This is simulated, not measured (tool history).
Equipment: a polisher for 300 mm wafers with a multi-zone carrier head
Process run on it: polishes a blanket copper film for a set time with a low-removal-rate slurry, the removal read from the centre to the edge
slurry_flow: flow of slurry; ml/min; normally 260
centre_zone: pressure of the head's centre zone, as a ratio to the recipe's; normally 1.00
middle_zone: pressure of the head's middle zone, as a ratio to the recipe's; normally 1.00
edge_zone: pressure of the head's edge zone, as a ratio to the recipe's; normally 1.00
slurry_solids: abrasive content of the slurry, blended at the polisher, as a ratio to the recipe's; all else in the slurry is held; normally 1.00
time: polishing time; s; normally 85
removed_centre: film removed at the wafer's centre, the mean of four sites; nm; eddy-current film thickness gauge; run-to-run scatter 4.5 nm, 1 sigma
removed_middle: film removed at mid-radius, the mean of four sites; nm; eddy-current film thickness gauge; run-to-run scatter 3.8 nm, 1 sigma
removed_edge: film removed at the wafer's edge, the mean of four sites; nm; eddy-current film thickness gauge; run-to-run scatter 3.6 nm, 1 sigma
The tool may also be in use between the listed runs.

| run | day | slurry_flow | centre_zone | middle_zone | edge_zone | slurry_solids | time | incoming thickness of the incoming film, nm | removed_centre | removed_middle | removed_edge |
|---|---|---|---|---|---|---|---|---|---|---|---|
| 1 | 0.000 | 260 | 1.00 | 1.00 | 1.00 | 1.00 | 85 | 1061.1 | 289.7 | 305.7 | 297.8 |
| 2 | 0.354 | 235 | 1.00 | 1.00 | 1.00 | 1.00 | 85 | 1068.9 | 289.1 | 288.9 | 292.3 |
| 3 | 0.633 | 235 | 1.00 | 1.00 | 1.00 | 1.00 | 85 | 1062.9 | 279.1 | 299.2 | 297.1 |
| 4 | 1.071 | 235 | 1.00 | 1.00 | 1.00 | 1.00 | 85 | 1062.9 | 285.2 | 295.2 | 294.8 |
| 5 | 1.517 | 260 | 1.00 | 1.00 | 1.09 | 1.00 | 85 | 1054.4 | 283.6 | 293.2 | 303.9 |
|  | 1.975 | slurry nozzle cleaned |
| 6 | 1.996 | 260 | 1.00 | 1.00 | 1.09 | 1.00 | 85 | 1045.8 | 309.6 | 317.8 | 317.3 |
| 7 | 2.633 | 260 | 1.00 | 1.00 | 1.09 | 1.00 | 85 | 1051.9 | 303.9 | 312.6 | 321.1 |
| 8 | 3.021 | 260 | 1.00 | 1.00 | 1.00 | 1.20 | 85 | 1053.4 | 308.9 | 322.6 | 315.7 |
| 9 | 3.329 | 260 | 1.00 | 0.92 | 1.00 | 1.00 | 85 | 1073.5 | 299.4 | 287.7 | 303.1 |
|  | 3.508 | edge zone pressure recalibrated |
| 10 | 3.579 | 260 | 1.00 | 0.92 | 1.00 | 1.00 | 85 | 1074.9 | 298.0 | 278.7 | 300.0 |
| 11 | 4.179 | 260 | 1.00 | 1.00 | 1.00 | 1.00 | 85 | 1061.8 | 298.5 | 300.5 | 298.4 |
| 12 | 4.621 | 260 | 1.00 | 1.00 | 1.00 | 1.25 | 85 | 1066.3 | 308.1 | 319.3 | 308.7 |
|  | 4.975 | worn pad replaced by a new one |
|  | 5.338 | carrier head's membrane replaced by a new one |
| 13 | 5.358 | 260 | 1.00 | 1.00 | 1.00 | 1.00 | 85 | 1061.1 | 310.8 | 325.5 | 310.8 |
| 14 | 5.762 | 260 | 1.00 | 1.00 | 1.00 | 0.90 | 85 | 1051.4 | 303.0 | 307.3 | 305.1 |
|  | 6.296 | centre zone pressure recalibrated |
| 15 | 6.379 | 340 | 1.06 | 1.00 | 1.04 | 1.00 | 85 | 1060.3 | 337.9 | 325.1 | 316.2 |
| 16 | 7.967 | 260 | 1.00 | 1.00 | 1.00 | 1.00 | 85 | 1048.3 | 293.6 | 304.8 | 301.8 |
| 17 | 8.588 | 260 | 0.89 | 1.07 | 1.00 | 1.00 | 69 | 1077.9 | 221.1 | 262.1 | 245.5 |
| 18 | 9.308 | 260 | 1.00 | 1.00 | 1.10 | 1.00 | 75 | 1070.5 | 258.9 | 260.6 | 280.4 |
|  | 9.500 | slurry nozzle cleaned |
| 19 | 9.917 | 260 | 1.00 | 1.06 | 1.00 | 0.85 | 85 | 1058.6 | 294.9 | 318.3 | 292.9 |
| 20 | 10.575 | 260 | 1.00 | 0.96 | 1.00 | 1.00 | 85 | 1077.2 | 308.9 | 307.8 | 309.7 |
| 21 | 11.192 | 260 | 1.00 | 0.93 | 1.00 | 1.00 | 85 | 1054.1 | 307.5 | 294.9 | 314.2 |
| 22 | 11.658 | 260 | 1.00 | 1.10 | 1.00 | 1.00 | 102 | 1073.0 | 360.3 | 404.9 | 372.2 |
| 23 | 12.150 | 260 | 1.00 | 1.00 | 1.00 | 1.00 | 85 | 1049.8 | 300.6 | 305.9 | 308.5 |

For each run, what was the tool's unlogged condition?
deviation of the centre zone's pressure from its setpoint, %: 0 in every run
deviation of the edge zone's pressure from its setpoint, %: 0 in every run
H1: removal rate lost through wear of the pad, %
H2: slurry flow missing at the pad, %
| run | H1 | H2 |
|---|---|---|
| 1 | 4.1 | 37.3 |
| 2 | 4.32 | 39 |
| 3 | 4.49 | 40.3 |
| 4 | 4.76 | 42.4 |
| 5 | 5.04 | 44.6 |
| 6 | 5.34 | 9.11 |
| 7 | 5.74 | 12.2 |
| 8 | 5.98 | 14 |
| 9 | 6.17 | 15.5 |
| 10 | 6.32 | 16.7 |
| 11 | 6.7 | 19.6 |
| 12 | 6.97 | 21.7 |
| 13 | 1.25 | 25.2 |
| 14 | 1.5 | 27.1 |
| 15 | 1.89 | 30.1 |
| 16 | 2.87 | 37.7 |
| 17 | 3.26 | 40.6 |
| 18 | 3.71 | 44.1 |
| 19 | 4.09 | 4.25 |
| 20 | 4.5 | 7.4 |
| 21 | 4.88 | 10.4 |
| 22 | 5.17 | 12.6 |
| 23 | 5.48 | 14.9 |
